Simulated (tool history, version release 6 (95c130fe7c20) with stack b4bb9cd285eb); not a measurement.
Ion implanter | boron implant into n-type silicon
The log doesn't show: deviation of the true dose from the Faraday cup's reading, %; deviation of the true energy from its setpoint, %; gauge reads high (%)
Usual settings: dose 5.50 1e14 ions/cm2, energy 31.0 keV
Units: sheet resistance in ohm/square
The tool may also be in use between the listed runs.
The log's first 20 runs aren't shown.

run,hour,dose,energy,wafers since the last listed run,hours since the last dose calibration,hours since the extraction supply was calibrated,hours since the gauge calibration,"read-back reference wafer on the same gauge, sheet resistance",sheet resistance
21,1548.5,6.73,36.5,1556,1654.1,5266.3,849.0,210.07,155.21
# hour 1578.6: extraction supply calibrated
22,1609.2,5.50,24.0,953,1714.8,30.6,909.7,209.91,191.25
23,1711.7,4.89,40.0,1854,1817.3,133.1,1012.2,210.04,198.70
24,1803.4,5.04,39.5,1659,1909.0,224.8,1103.9,210.00,193.91
25,1907.1,5.50,21.5,1876,2012.7,328.5,1207.6,210.08,192.75
26,1966.4,4.94,31.0,1073,2072.0,387.8,1266.9,210.02,202.25
# hour 2013.9: Faraday cup replaced and dose calibrated
27,2043.5,7.03,31.0,1250,29.6,464.9,1344.0,210.00,154.82
28,2084.1,6.90,36.0,734,70.2,505.5,1384.6,210.00,154.88
29,2185.6,6.70,25.5,1836,171.7,607.0,1486.1,210.03,164.67
30,2266.8,5.50,22.5,1469,252.9,688.2,1567.3,210.03,196.62
31,2350.7,4.92,39.5,1518,336.8,772.1,1651.2,209.94,202.05
32,2427.1,4.94,35.0,1382,413.2,848.5,1727.6,210.08,205.01
33,2483.4,4.65,31.0,1018,469.5,904.8,1783.9,210.17,217.25
34,2573.5,6.70,25.5,1630,559.6,994.9,1874.0,210.05,164.17
35,2675.9,6.88,31.0,1852,662.0,1097.3,1976.4,209.88,157.83
36,2759.6,4.90,31.0,1514,745.7,1181.0,2060.1,209.99,208.17

Forecast each of these 5 alternatives for the next run:
A,2760.0,5.50,31.0,7,746.1,1181.4,2060.5,?,?
B,2760.0,7.03,21.5,7,746.1,1181.4,2060.5,?,?
C,2760.0,5.50,22.0,7,746.1,1181.4,2060.5,?,?
D,2760.0,4.05,24.5,7,746.1,1181.4,2060.5,?,?
E,2760.0,5.99,22.5,7,746.1,1181.4,2060.5,?,?

run,"read-back reference wafer on the same gauge, sheet resistance",sheet resistance
A,210.13,188.69
B,210.13,159.57
C,210.13,196.11
D,210.13,249.47
E,210.13,182.08
Without the tool's hidden state the same runs would have given:
run,sheet resistance
A,189.33
B,160.13
C,196.78
D,250.31
E,182.71

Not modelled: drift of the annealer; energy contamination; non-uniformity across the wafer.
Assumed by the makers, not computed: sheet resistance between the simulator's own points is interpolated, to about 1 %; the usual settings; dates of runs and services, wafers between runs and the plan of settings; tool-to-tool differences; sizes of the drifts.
